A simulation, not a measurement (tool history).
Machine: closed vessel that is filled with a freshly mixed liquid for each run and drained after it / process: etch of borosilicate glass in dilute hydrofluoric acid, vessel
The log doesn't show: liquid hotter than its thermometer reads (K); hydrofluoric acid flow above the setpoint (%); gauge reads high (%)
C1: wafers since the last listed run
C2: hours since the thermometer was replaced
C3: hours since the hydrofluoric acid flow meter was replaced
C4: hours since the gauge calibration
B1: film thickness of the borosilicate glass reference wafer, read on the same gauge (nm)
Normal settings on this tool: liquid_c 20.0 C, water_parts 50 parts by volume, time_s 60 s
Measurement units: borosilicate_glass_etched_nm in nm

run 1 hour=0.0 | liquid_c=17.0 water_parts=40 time_s=60 | C1=0 C2=599.9 C3=216.9 C4=408.7 | B1=149.99 | borosilicate_glass_etched_nm=39.10
run 2 hour=190.4 | liquid_c=17.0 water_parts=40 time_s=60 | C1=21946 C2=790.3 C3=407.3 C4=599.1 | B1=150.01 | borosilicate_glass_etched_nm=40.08
run 3 hour=280.1 | liquid_c=20.0 water_parts=50 time_s=60 | C1=10339 C2=880.0 C3=497.0 C4=688.8 | B1=150.01 | borosilicate_glass_etched_nm=35.73
run 4 hour=361.0 | liquid_c=20.0 water_parts=50 time_s=60 | C1=9325 C2=960.9 C3=577.9 C4=769.7 | B1=149.98 | borosilicate_glass_etched_nm=36.14
run 5 hour=402.6 | liquid_c=20.0 water_parts=70 time_s=60 | C1=4795 C2=1002.5 C3=619.5 C4=811.3 | B1=149.99 | borosilicate_glass_etched_nm=25.47
-- hour=467.2 hydrofluoric acid flow meter replaced
-- hour=496.1 thermometer replaced
run 6 hour=503.8 | liquid_c=20.0 water_parts=70 time_s=60 | C1=11434 C2=7.7 C3=36.6 C4=912.5 | B1=150.02 | borosilicate_glass_etched_nm=23.90
run 7 hour=799.9 | liquid_c=20.0 water_parts=70 time_s=60 | C1=34130 C2=303.8 C3=332.7 C4=1208.6 | B1=150.03 | borosilicate_glass_etched_nm=24.70
run 8 hour=863.1 | liquid_c=20.0 water_parts=45 time_s=60 | C1=7284 C2=367.0 C3=395.9 C4=1271.8 | B1=149.97 | borosilicate_glass_etched_nm=39.47
run 9 hour=917.5 | liquid_c=20.0 water_parts=50 time_s=60 | C1=6270 C2=421.4 C3=450.3 C4=1326.2 | B1=150.03 | borosilicate_glass_etched_nm=35.76
run 10 hour=985.0 | liquid_c=24.5 water_parts=70 time_s=30 | C1=7780 C2=488.9 C3=517.8 C4=1393.7 | B1=149.96 | borosilicate_glass_etched_nm=14.96
run 11 hour=1067.9 | liquid_c=20.0 water_parts=50 time_s=60 | C1=9555 C2=571.8 C3=600.7 C4=1476.6 | B1=149.98 | borosilicate_glass_etched_nm=36.11
-- hour=1118.9 hydrofluoric acid flow meter replaced
run 12 hour=1243.7 | liquid_c=20.0 water_parts=70 time_s=60 | C1=20148 C2=747.6 C3=124.8 C4=1652.4 | B1=150.03 | borosilicate_glass_etched_nm=24.07
run 13 hour=1379.5 | liquid_c=20.0 water_parts=50 time_s=60 | C1=15653 C2=883.4 C3=260.6 C4=1788.2 | B1=149.99 | borosilicate_glass_etched_nm=34.49
run 14 hour=1449.2 | liquid_c=20.0 water_parts=40 time_s=60 | C1=8034 C2=953.1 C3=330.3 C4=1857.9 | B1=149.97 | borosilicate_glass_etched_nm=44.31
run 15 hour=1499.6 | liquid_c=20.0 water_parts=50 time_s=60 | C1=5809 C2=1003.5 C3=380.7 C4=1908.3 | B1=150.01 | borosilicate_glass_etched_nm=34.95
run 16 hour=1542.8 | liquid_c=18.0 water_parts=35 time_s=30 | C1=4979 C2=1046.7 C3=423.9 C4=1951.5 | B1=150.00 | borosilicate_glass_etched_nm=23.22
-- hour=1630.8 thermometer replaced
-- hour=1691.5 gauge calibrated
run 17 hour=1712.0 | liquid_c=17.5 water_parts=30 time_s=95 | C1=19388 C2=81.2 C3=593.1 C4=20.5 | B1=150.02 | borosilicate_glass_etched_nm=87.10
-- hour=1763.4 hydrofluoric acid flow meter replaced
run 18 hour=1798.6 | liquid_c=18.5 water_parts=50 time_s=30 | C1=9866 C2=167.8 C3=35.2 C4=107.1 | B1=149.98 | borosilicate_glass_etched_nm=16.15
run 19 hour=1856.9 | liquid_c=17.0 water_parts=50 time_s=60 | C1=6720 C2=226.1 C3=93.5 C4=165.4 | B1=149.99 | borosilicate_glass_etched_nm=30.35
run 20 hour=1956.0 | liquid_c=17.0 water_parts=70 time_s=85 | C1=11423 C2=325.2 C3=192.6 C4=264.5 | B1=150.02 | borosilicate_glass_etched_nm=30.44
run 21 hour=1993.5 | liquid_c=21.5 water_parts=40 time_s=30 | C1=4322 C2=362.7 C3=230.1 C4=302.0 | B1=149.96 | borosilicate_glass_etched_nm=23.74
run 22 hour=2039.6 | liquid_c=18.5 water_parts=35 time_s=35 | C1=5313 C2=408.8 C3=276.2 C4=348.1 | B1=150.00 | borosilicate_glass_etched_nm=28.01
run 23 hour=2119.4 | liquid_c=23.0 water_parts=65 time_s=60 | C1=9198 C2=488.6 C3=356.0 C4=427.9 | B1=150.00 | borosilicate_glass_etched_nm=30.32
run 24 hour=2222.9 | liquid_c=20.0 water_parts=50 time_s=30 | C1=11930 C2=592.1 C3=459.5 C4=531.4 | B1=150.03 | borosilicate_glass_etched_nm=17.75
run 25 hour=2260.2 | liquid_c=20.0 water_parts=50 time_s=60 | C1=4299 C2=629.4 C3=496.8 C4=568.7 | B1=149.99 | borosilicate_glass_etched_nm=36.03
run 26 hour=2332.8 | liquid_c=17.0 water_parts=25 time_s=90 | C1=8368 C2=702.0 C3=569.4 C4=641.3 | B1=150.00 | borosilicate_glass_etched_nm=98.72
run 27 hour=2410.8 | liquid_c=20.0 water_parts=50 time_s=60 | C1=8990 C2=780.0 C3=647.4 C4=719.3 | B1=150.01 | borosilicate_glass_etched_nm=36.19
-- hour=2449.7 hydrofluoric acid flow meter replaced
run 28 hour=2516.3 | liquid_c=22.0 water_parts=25 time_s=40 | C1=12045 C2=885.5 C3=66.6 C4=824.8 | B1=149.99 | borosilicate_glass_etched_nm=51.75
run 29 hour=2589.2 | liquid_c=22.0 water_parts=35 time_s=50 | C1=8403 C2=958.4 C3=139.5 C4=897.7 | B1=150.00 | borosilicate_glass_etched_nm=45.35
run 30 hour=2630.2 | liquid_c=20.0 water_parts=50 time_s=60 | C1=4725 C2=999.4 C3=180.5 C4=938.7 | B1=149.99 | borosilicate_glass_etched_nm=34.47
-- hour=2697.5 thermometer replaced
run 31 hour=2720.0 | liquid_c=20.0 water_parts=70 time_s=60 | C1=10235 C2=22.5 C3=270.3 C4=1028.5 | B1=149.98 | borosilicate_glass_etched_nm=24.41

The tool's hidden state at each run:
liquid hotter than its thermometer reads (K): 0, the same for each run
gauge reads high (%): 0, the same for each run
H1: hydrofluoric acid flow above the setpoint (%)
run=1 H1=3.28
run=2 H1=4.96
run=3 H1=5.75
run=4 H1=6.46
run=5 H1=6.83
run=6 H1=0.782
run=7 H1=3.39
run=8 H1=3.95
run=9 H1=4.43
run=10 H1=5.03
run=11 H1=5.76
run=12 H1=1.16
run=13 H1=2.36
run=14 H1=2.97
run=15 H1=3.42
run=16 H1=3.8
run=17 H1=5.29
run=18 H1=1.52
run=19 H1=2.03
run=20 H1=2.91
run=21 H1=3.24
run=22 H1=3.64
run=23 H1=4.35
run=24 H1=5.26
run=25 H1=5.59
run=26 H1=6.23
run=27 H1=6.92
run=28 H1=0.838
run=29 H1=1.48
run=30 H1=1.84
run=31 H1=2.63
